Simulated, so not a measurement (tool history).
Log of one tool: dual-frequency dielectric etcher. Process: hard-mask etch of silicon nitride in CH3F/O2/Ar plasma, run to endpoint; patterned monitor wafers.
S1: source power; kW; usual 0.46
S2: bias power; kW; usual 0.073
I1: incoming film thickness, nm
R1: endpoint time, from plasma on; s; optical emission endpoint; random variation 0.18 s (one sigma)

Run 1, day 0: usual settings; I1 39.35. Result: R1 56.2 s.
Run 2, day 2.908: usual settings; I1 39.04. Result: R1 55.8 s.
Run 3, day 4.804: usual settings; I1 39.17. Result: R1 55.4 s.
Run 4, day 7.142: usual settings but S1 0.42 kW; I1 39.37. Result: R1 56.6 s.
Run 5, day 9.625: usual settings but S2 0.059 kW; I1 39.47. Result: R1 60.7 s.
Run 6, day 11.808: usual settings but S2 0.059 kW; I1 38.96. Result: R1 59.9 s.
At day 13.479: wet clean of the chamber.
Run 7, day 14.883: usual settings but S2 0.069 kW; I1 39.67. Result: R1 58.2 s.
Run 8, day 17.954: usual settings but S2 0.069 kW; I1 39.23. Result: R1 57 s.
Run 9, day 21.346: usual settings but S1 0.51 kW; I1 39.24. Result: R1 54.3 s.
Run 10, day 24.7: usual settings but S1 0.51 kW; I1 39.42. Result: R1 54.5 s.
Run 11, day 26.442: usual settings but S1 0.38 kW; I1 39.04. Result: R1 57 s.
At day 30.392: wet clean of the chamber.
Run 12, day 30.412: usual settings but S2 0.062 kW; I1 39.36. Result: R1 60.3 s.
At day 31.933: source power generator calibrated.
Run 13, day 31.967: usual settings but S1 0.36 kW, S2 0.085 kW; I1 39.19. Result: R1 55 s.
Run 14, day 34.733: usual settings but S1 0.36 kW, S2 0.085 kW; I1 39.13. Result: R1 54.5 s.
Run 15, day 37.512: usual settings but S1 0.36 kW, S2 0.085 kW; I1 39.53. Result: R1 55.1 s.
At day 40.471: bias power generator calibrated.
Run 16, day 41.25: usual settings; I1 39.7. Result: R1 56.9 s.
Run 17, day 44.404: usual settings but S1 0.49 kW; I1 39.22. Result: R1 55 s.
Run 18, day 46.046: usual settings but S1 0.51 kW, S2 0.068 kW; I1 39.62. Result: R1 57 s.
At day 48.246: upper electrode replaced.
At day 48.804: wet clean of the chamber.
Run 19, day 48.825: usual settings but S1 0.37 kW, S2 0.083 kW; I1 38.69. Result: R1 55.6 s.
Run 20, day 51.712: usual settings but S2 0.08 kW; I1 38.78. Result: R1 54.1 s.
Run 21, day 53.746: usual settings but S1 0.36 kW, S2 0.085 kW; I1 39.37. Result: R1 55.8 s.
Run 22, day 55.738: usual settings but S1 0.53 kW, S2 0.082 kW; I1 39.42. Result: R1 52.3 s.
Run 23, day 57.846: usual settings but S1 0.41 kW, S2 0.09 kW; I1 39.28. Result: R1 52.7 s.
Run 24, day 62.2: usual settings but S1 0.5 kW; I1 39.02. Result: R1 54 s.
At day 64.529: wet clean of the chamber.
Run 25, day 65.175: usual settings; I1 39.41. Result: R1 57.1 s.
Run 26, day 67.562: usual settings but S2 0.084 kW; I1 39.81. Result: R1 54.2 s.
Run 27, day 70.871: usual settings; I1 39.3. Result: R1 56.4 s.
Run 28, day 74.108: usual settings; I1 38.76. Result: R1 55.4 s.
Run 29, day 75.996: usual settings but S1 0.35 kW, S2 0.064 kW; I1 39.37. Result: R1 62.7 s.
Run 30, day 78.246: usual settings but S1 0.36 kW, S2 0.061 kW; I1 39.39. Result: R1 63.1 s.
At day 81.55: wet clean of the chamber.
Run 31, day 81.571: usual settings but S2 0.085 kW; I1 39.42. Result: R1 53.7 s.
Run 32, day 84.988: usual settings but S1 0.37 kW, S2 0.084 kW; I1 39.07. Result: R1 55.1 s.

Measured less the same run without the tool's hidden state. The same run-to-run variation is in both; the gauge's scatter may not be:
The hidden state here: etch rate over this chamber's usual, %; source power that arrives over what is set, %; bias power that arrives over what is set, %.
run    R1
  1  -1.3
  2  -1.6
  3  -1.9
  4  -2.1
  5  -2.4
  6  -2.6
  7  -1.5
  8  -1.7
  9  -1.9
 10  -2.2
 11  -2.5
 12  -1.4
 13  -1.5
 14  -1.8
 15    -2
 16  -1.1
 17  -1.5
 18  -1.7
 19  -0.5
 20  -0.7
 21    -1
 22  -1.2
 23  -1.4
 24  -1.9
 25  -0.5
 26  -0.8
 27  -1.2
 28  -1.5
 29  -1.8
 30    -2
 31  -0.7
 32  -1.1
